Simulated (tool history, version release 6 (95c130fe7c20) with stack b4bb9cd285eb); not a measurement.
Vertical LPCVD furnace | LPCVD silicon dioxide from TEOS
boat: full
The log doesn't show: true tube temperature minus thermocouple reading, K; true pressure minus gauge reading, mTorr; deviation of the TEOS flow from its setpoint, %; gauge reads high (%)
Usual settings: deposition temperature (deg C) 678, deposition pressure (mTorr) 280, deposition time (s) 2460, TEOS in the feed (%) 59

run    hour  deposition temperature (deg C)  deposition pressure (mTorr)  deposition time (s)  TEOS in the feed (%)  wafers since the last listed run  hours since the last temperature calibration  hours since the pressure gauge was zeroed  hours since the TEOS flow controller was replaced  hours since the gauge calibration  read-back reference wafer on the same gauge, thickness  film thickness on the monitor wafer in the middle of the boat (angstrom)
  1       0                             678                          280                 2460                    59                                 0                                        1643.6                                     3657.4                                               4253                             1238.9                                                  162.95                                                                    1542.2
       44.1  -- gauge calibrated
       54.8  -- pressure gauge zeroed
  2    60.9                             678                          280                 2460                    59                               354                                        1704.5                                        6.1                                             4313.9                               16.8                                                  162.82                                                                    1553.4
  3    99.2                             678                          280                 2460                    59                               367                                        1742.8                                       44.4                                             4352.2                               55.1                                                     163                                                                    1543.9
  4   154.1                             678                          280                 2460                    59                               527                                        1797.7                                       99.3                                             4407.1                                110                                                  162.81                                                                    1549.9
  5   183.3                             672                          280                 2460                    59                               280                                        1826.9                                      128.5                                             4436.3                              139.2                                                  163.11                                                                    1333.9
  6   240.2                             678                          280                 2070                    64                               546                                        1883.8                                      185.4                                             4493.2                              196.1                                                  163.27                                                                    1364.7
  7   272.9                             678                          280                 2070                    64                               314                                        1916.5                                      218.1                                             4525.9                              228.8                                                  162.89                                                                    1353.8
  8   304.3                             678                          280                 2460                    59                               301                                        1947.9                                      249.5                                             4557.3                              260.2                                                  162.86                                                                    1559.1
  9     341                             678                          280                 2460                    59                               352                                        1984.6                                      286.2                                               4594                              296.9                                                  163.06                                                                    1558.4
 10   372.2                             678                          215                 2460                    47                               299                                        2015.8                                      317.4                                             4625.2                              328.1                                                  162.87                                                                    1212.7
      459.6  -- TEOS flow controller replaced
 11   460.1                             687                          280                 2790                    53                               613                                        2103.7                                      405.3                                                0.5                                416                                                  162.99                                                                    2076.6
 12   467.1                             673                          315                 3420                    65                                67                                        2110.7                                      412.3                                                7.5                                423                                                  163.09                                                                    2133.3
 13   524.3                             674                          280                 2460                    59                               549                                        2167.9                                      469.5                                               64.7                              480.2                                                  162.98                                                                    1419.8
      561.6  -- thermocouples replaced and temperature profile calibrated
 14   717.8                             682                          220                 2460                    70                              1628                                         156.2                                        663                                              258.2                              673.7                                                  162.85                                                                    1598.4
 15   787.4                             687                          315                 2130                    59                               668                                         225.8                                      732.6                                              327.8                              743.3                                                  163.16                                                                    1717.2
 16   827.5                             678                          280                 2220                    59                               385                                         265.9                                      772.7                                              367.9                              783.4                                                  162.98                                                                    1351.3
 17   876.5                             678                          280                 2460                    59                               470                                         314.9                                      821.7                                              416.9                              832.4                                                  162.95                                                                    1514.9
 18   921.8                             678                          280                 2460                    65                               435                                         360.2                                        867                                              462.2                              877.7                                                  162.88                                                                    1592.7
 19   990.9                             678                          280                 2460                    59                               663                                         429.3                                      936.1                                              531.3                              946.8                                                  163.07                                                                    1509.3
 20  1042.4                             678                          330                 2460                    59                               494                                         480.8                                      987.6                                              582.8                              998.3                                                  163.03                                                                    1637.7
 21  1067.7                             682                          255                 2190                    51                               243                                         506.1                                     1012.9                                              608.1                             1023.6                                                  162.89                                                                    1314.4
 22    1120                             678                          280                 2460                    59                               502                                         558.4                                     1065.2                                              660.4                             1075.9                                                  162.73                                                                    1510.6
     1152.3  -- gauge calibrated
 23  1160.8                             678                          280                 2460                    59                               391                                         599.2                                       1106                                              701.2                                8.5                                                  163.14                                                                    1501.8
 24    1195                             678                          225                 1770                    59                               328                                         633.4                                     1140.2                                              735.4                               42.7                                                   162.9                                                                     977.6
 25  1231.2                             678                          250                 2460                    68                               347                                         669.6                                     1176.4                                              771.6                               78.9                                                   162.9                                                                    1533.9
 26  1284.9                             678                          280                 2460                    59                               515                                         723.3                                     1230.1                                              825.3                              132.6                                                  163.07                                                                    1512.7
 27  1335.2                             678                          280                 2460                    59                               483                                         773.6                                     1280.4                                              875.6                              182.9                                                  163.01                                                                    1507.1
 28  1366.2                             678                          215                 2460                    69                               297                                         804.6                                     1311.4                                              906.6                              213.9                                                  162.72                                                                    1435.4
 29  1478.7                             668                          310                 1860                    69                              1080                                         917.1                                     1423.9                                             1019.1                              326.4                                                  163.02                                                                    1023.6
 30  1504.4                             678                          280                 3150                    54                               246                                         942.8                                     1449.6                                             1044.8                              352.1                                                  163.12                                                                    1860.1

Forecast each of these 5 alternatives for the next run:
  A  1509.5                             678                          280                 2460                    59                                48                                         947.9                                     1454.7                                             1049.9                              357.2                                                       ?                                                                         ?
  B  1509.5                             681                          250                 2010                    66                                48                                         947.9                                     1454.7                                             1049.9                              357.2                                                       ?                                                                         ?
  C  1509.5                             678                          225                 1530                    59                                48                                         947.9                                     1454.7                                             1049.9                              357.2                                                       ?                                                                         ?
  D  1509.5                             671                          225                 2010                    53                                48                                         947.9                                     1454.7                                             1049.9                              357.2                                                       ?                                                                         ?
  E  1509.5                             678                          310                 1770                    54                                48                                         947.9                                     1454.7                                             1049.9                              357.2                                                       ?                                                                         ?

run  read-back reference wafer on the same gauge, thickness  film thickness on the monitor wafer in the middle of the boat (angstrom)
  A                                                  162.78                                                                    1520.6
  B                                                  162.78                                                                    1335.3
  C                                                  162.78                                                                     847.8
  D                                                  162.78                                                                     889.2
  E                                                  162.78                                                                    1101.3
Without the tool's hidden state the same runs would have given:
run  film thickness on the monitor wafer in the middle of the boat (angstrom)
  A                                                                    1494.7
  B                                                                    1312.8
  C                                                                     833.4
  D                                                                     873.9
  E                                                                    1082.6
